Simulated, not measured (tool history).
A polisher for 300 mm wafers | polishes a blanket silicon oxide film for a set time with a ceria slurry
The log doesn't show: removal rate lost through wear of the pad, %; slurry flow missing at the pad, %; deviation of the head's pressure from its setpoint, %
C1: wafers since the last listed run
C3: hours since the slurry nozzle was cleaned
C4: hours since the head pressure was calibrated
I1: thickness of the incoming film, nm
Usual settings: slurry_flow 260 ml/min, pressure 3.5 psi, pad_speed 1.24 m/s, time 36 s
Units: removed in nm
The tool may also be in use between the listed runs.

Run 1, hour 0.0: usual settings but slurry_flow 310 ml/min, pressure 2.8 psi; C1 0; wafers polished on this pad 310; C3 473.5; C4 600.3; I1 820.3. Result: removed 195.6 nm.
Run 2, hour 32.4: usual settings; C1 254; wafers polished on this pad 565; C3 505.9; C4 632.7; I1 820.9. Result: removed 212.8 nm.
At hour 59.8: worn pad replaced by a new one.
Run 3, hour 64.7: usual settings; C1 222; wafers polished on this pad 38; C3 538.2; C4 665.0; I1 838.8. Result: removed 223.6 nm.
Run 4, hour 85.3: usual settings; C1 162; wafers polished on this pad 200; C3 558.8; C4 685.6; I1 831.9. Result: removed 219.8 nm.
At hour 162.9: worn pad replaced by a new one.
Run 5, hour 182.7: usual settings; C1 734; wafers polished on this pad 155; C3 656.2; C4 783.0; I1 834.5. Result: removed 219.7 nm.
Run 6, hour 217.8: usual settings but time 31 s; C1 276; wafers polished on this pad 431; C3 691.3; C4 818.1; I1 838.8. Result: removed 181.2 nm.
Run 7, hour 232.3: usual settings but slurry_flow 310 ml/min; C1 114; wafers polished on this pad 545; C3 705.8; C4 832.6; I1 836.4. Result: removed 216.6 nm.
At hour 259.6: slurry nozzle cleaned.
Run 8, hour 260.1: usual settings but slurry_flow 310 ml/min; C1 210; wafers polished on this pad 756; C3 0.5; C4 860.4; I1 841.4. Result: removed 226.0 nm.
At hour 281.9: worn pad replaced by a new one.
Run 9, hour 282.4: usual settings but slurry_flow 310 ml/min; C1 143; wafers polished on this pad 3; C3 22.8; C4 882.7; I1 835.4. Result: removed 235.6 nm.
Run 10, hour 297.9: usual settings but pad_speed 1.06 m/s; C1 121; wafers polished on this pad 125; C3 38.3; C4 898.2; I1 829.5. Result: removed 195.7 nm.
Run 11, hour 323.2: usual settings but pad_speed 1.06 m/s; C1 199; wafers polished on this pad 324; C3 63.6; C4 923.5; I1 834.3. Result: removed 194.6 nm.
Run 12, hour 342.5: usual settings but time 31 s; C1 151; wafers polished on this pad 476; C3 82.9; C4 942.8; I1 830.6. Result: removed 194.1 nm.
Run 13, hour 354.7: usual settings but slurry_flow 345 ml/min, pressure 2.9 psi, pad_speed 0.92 m/s; C1 95; wafers polished on this pad 572; C3 95.1; C4 955.0; I1 824.6. Result: removed 150.4 nm.
At hour 385.8: worn pad replaced by a new one.
Run 14, hour 386.3: usual settings; C1 217; wafers polished on this pad 3; C3 126.7; C4 986.6; I1 844.3. Result: removed 232.8 nm.
Run 15, hour 400.1: usual settings but slurry_flow 330 ml/min, pressure 4.0 psi; C1 108; wafers polished on this pad 112; C3 140.5; C4 1000.4; I1 817.6. Result: removed 250.9 nm.
At hour 405.2: head pressure recalibrated.
Run 16, hour 414.8: usual settings but slurry_flow 285 ml/min, pressure 2.7 psi, pad_speed 0.80 m/s, time 47 s; C1 99; wafers polished on this pad 212; C3 155.2; C4 9.6; I1 823.2. Result: removed 165.8 nm.
Run 17, hour 435.8: usual settings; C1 165; wafers polished on this pad 377; C3 176.2; C4 30.6; I1 832.5. Result: removed 221.9 nm.
Run 18, hour 459.5: usual settings but pressure 2.4 psi, pad_speed 0.98 m/s, time 33 s; C1 186; wafers polished on this pad 564; C3 199.9; C4 54.3; I1 826.0. Result: removed 127.2 nm.
At hour 491.0: worn pad replaced by a new one.
Run 19, hour 491.7: usual settings but time 24 s; C1 221; wafers polished on this pad 5; C3 232.1; C4 86.5; I1 841.8. Result: removed 152.9 nm.
Run 20, hour 526.3: usual settings but time 31 s; C1 272; wafers polished on this pad 277; C3 266.7; C4 121.1; I1 824.0. Result: removed 194.0 nm.
Run 21, hour 541.3: usual settings but slurry_flow 345 ml/min, time 47 s; C1 118; wafers polished on this pad 395; C3 281.7; C4 136.1; I1 820.2. Result: removed 295.7 nm.
Run 22, hour 562.1: usual settings but pressure 4.7 psi, time 26 s; C1 163; wafers polished on this pad 559; C3 302.5; C4 156.9; I1 832.6. Result: removed 189.6 nm.
Run 23, hour 580.0: usual settings but slurry_flow 235 ml/min, pressure 2.4 psi, pad_speed 0.96 m/s, time 29 s; C1 140; wafers polished on this pad 700; C3 320.4; C4 174.8; I1 820.2. Result: removed 107.3 nm.

4 ways to go on from here, each from the tool as it stands after run 23. What would each give?
Run A, hour 580.4: usual settings but slurry_flow 295 ml/min; C1 3; wafers polished on this pad 703; C3 320.8; C4 175.2; I1 837.8. Result: removed ?.
Run B, hour 580.4: usual settings but slurry_flow 305 ml/min, pressure 2.6 psi, pad_speed 1.04 m/s, time 41 s; C1 3; wafers polished on this pad 703; C3 320.8; C4 175.2; I1 837.8. Result: removed ?.
Run C, hour 580.4: usual settings but slurry_flow 320 ml/min, pressure 3.9 psi; C1 3; wafers polished on this pad 703; C3 320.8; C4 175.2; I1 837.8. Result: removed ?.
Run D, hour 580.4: usual settings but slurry_flow 235 ml/min; C1 3; wafers polished on this pad 703; C3 320.8; C4 175.2; I1 837.8. Result: removed ?.

run  removed
  A    214.9
  B    173.3
  C    232.0
  D    209.0
Without the tool's hidden state the same runs would have given:
run  removed
  A    233.1
  B    187.8
  C    251.3
  D    227.7
